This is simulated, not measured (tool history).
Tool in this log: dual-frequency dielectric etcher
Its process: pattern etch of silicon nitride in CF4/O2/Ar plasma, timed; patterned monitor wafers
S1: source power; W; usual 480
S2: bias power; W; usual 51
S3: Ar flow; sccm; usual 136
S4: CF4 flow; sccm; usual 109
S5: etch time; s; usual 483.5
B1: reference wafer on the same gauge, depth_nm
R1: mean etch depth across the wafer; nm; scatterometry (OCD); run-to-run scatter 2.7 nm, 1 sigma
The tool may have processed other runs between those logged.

run	day	S1	S2	S3	S4	S5	B1	R1
1	0.000	480	51	136	109	483.5	897.4	851.7
2	1.571	480	51	136	109	483.5	896.9	853.5
3	4.100	480	51	136	109	483.5	897.3	851.1
4	7.950	480	51	136	109	483.5	897.6	848.5
5	11.296	480	44	117	116	483.5	897.3	831.6
6	14.417	480	45	136	109	604.5	898.4	1024.8
7	16.383	480	51	136	109	483.5	898.4	849.2
# day 17.762: source power generator calibrated
# day 18.462: wet clean of the chamber
# day 18.758: CF4 flow controller replaced
8	19.129	420	63	136	109	423.5	898.1	744.9
# day 20.612: upper electrode replaced
9	21.433	560	51	154	109	597.5	898.2	1162.1
10	23.283	480	51	136	109	483.5	898.2	862.9
# day 23.842: bias power generator calibrated
11	27.092	480	51	120	109	607.0	898.2	1092.1
12	31.450	480	58	136	109	589.0	899.1	1091.4
13	35.679	480	61	156	82	415.0	898.2	741.7
14	37.925	480	51	136	98	603.0	897.4	1053.3
# day 39.392: wet clean of the chamber
# day 40.592: Ar flow controller replaced
15	41.188	480	51	136	109	483.5	897.9	861.4
16	44.050	420	51	136	109	483.5	898.5	783.6

Run 17, settings as shown, results not yet in. Your forecast:
17	48.279	480	47	108	116	579.5	?	?

For run 17 the tool returned B1 898.2, R1 1031.6 nm.
Without the tool's hidden state the same run would have given R1 1039.8 nm.
